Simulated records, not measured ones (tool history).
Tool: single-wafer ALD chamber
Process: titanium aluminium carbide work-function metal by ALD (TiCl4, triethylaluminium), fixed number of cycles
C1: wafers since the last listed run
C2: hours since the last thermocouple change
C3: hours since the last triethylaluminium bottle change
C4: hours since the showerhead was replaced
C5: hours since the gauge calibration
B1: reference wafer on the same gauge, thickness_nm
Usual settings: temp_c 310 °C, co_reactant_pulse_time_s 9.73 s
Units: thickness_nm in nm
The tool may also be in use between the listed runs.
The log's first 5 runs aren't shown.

Run 6, hour 343.4: usual settings; C1 896; C2 928.2; C3 90.0; C4 6186.4; C5 1049.6; B1 1.900. Result: thickness_nm 2.093 nm.
Run 7, hour 433.0: usual settings; C1 1484; C2 1017.8; C3 179.6; C4 6276.0; C5 1139.2; B1 1.901. Result: thickness_nm 2.080 nm.
Run 8, hour 526.3: usual settings but temp_c 304 °C; C1 1546; C2 1111.1; C3 272.9; C4 6369.3; C5 1232.5; B1 1.899. Result: thickness_nm 2.014 nm.
Run 9, hour 598.2: usual settings but temp_c 304 °C; C1 1191; C2 1183.0; C3 344.8; C4 6441.2; C5 1304.4; B1 1.899. Result: thickness_nm 2.023 nm.
Run 10, hour 689.5: usual settings but temp_c 304 °C; C1 1513; C2 1274.3; C3 436.1; C4 6532.5; C5 1395.7; B1 1.900. Result: thickness_nm 2.016 nm.
Run 11, hour 737.1: usual settings; C1 788; C2 1321.9; C3 483.7; C4 6580.1; C5 1443.3; B1 1.900. Result: thickness_nm 2.078 nm.
At hour 752.8: thermocouple changed; heater temperature recalibrated.
Run 12, hour 777.9: usual settings but temp_c 325 °C, co_reactant_pulse_time_s 5.95 s; C1 543; C2 25.1; C3 524.5; C4 6620.9; C5 1484.1; B1 1.900. Result: thickness_nm 2.041 nm.
At hour 823.6: showerhead replaced.
Run 13, hour 855.0: usual settings but temp_c 297 °C, co_reactant_pulse_time_s 12.72 s; C1 1145; C2 102.2; C3 601.6; C4 31.4; C5 1561.2; B1 1.899. Result: thickness_nm 2.050 nm.
Run 14, hour 914.2: usual settings but temp_c 304 °C, co_reactant_pulse_time_s 10.78 s; C1 981; C2 161.4; C3 660.8; C4 90.6; C5 1620.4; B1 1.901. Result: thickness_nm 2.089 nm.
At hour 933.8: gauge calibrated.
Run 15, hour 1007.4: usual settings but temp_c 298 °C, co_reactant_pulse_time_s 11.25 s; C1 1544; C2 254.6; C3 754.0; C4 183.8; C5 73.6; B1 1.902. Result: thickness_nm 2.038 nm.
Run 16, hour 1054.4: usual settings; C1 778; C2 301.6; C3 801.0; C4 230.8; C5 120.6; B1 1.899. Result: thickness_nm 2.107 nm.
Run 17, hour 1134.5: usual settings; C1 1327; C2 381.7; C3 881.1; C4 310.9; C5 200.7; B1 1.902. Result: thickness_nm 2.113 nm.
Run 18, hour 1211.6: usual settings but co_reactant_pulse_time_s 12.28 s; C1 1277; C2 458.8; C3 958.2; C4 388.0; C5 277.8; B1 1.900. Result: thickness_nm 2.148 nm.
Run 19, hour 1291.2: usual settings but temp_c 296 °C, co_reactant_pulse_time_s 7.78 s; C1 1319; C2 538.4; C3 1037.8; C4 467.6; C5 357.4; B1 1.900. Result: thickness_nm 1.882 nm.

The next listed run, before its measurement:
Run 20, hour 1388.1: usual settings but temp_c 318 °C, co_reactant_pulse_time_s 12.85 s; C1 1605; C2 635.3; C3 1134.7; C4 564.5; C5 454.3; B1 ?. Result: thickness_nm ?.

B1: 1.900
thickness_nm: 2.245 nm
Without the tool's hidden state the same run would have given thickness_nm 2.286 nm.

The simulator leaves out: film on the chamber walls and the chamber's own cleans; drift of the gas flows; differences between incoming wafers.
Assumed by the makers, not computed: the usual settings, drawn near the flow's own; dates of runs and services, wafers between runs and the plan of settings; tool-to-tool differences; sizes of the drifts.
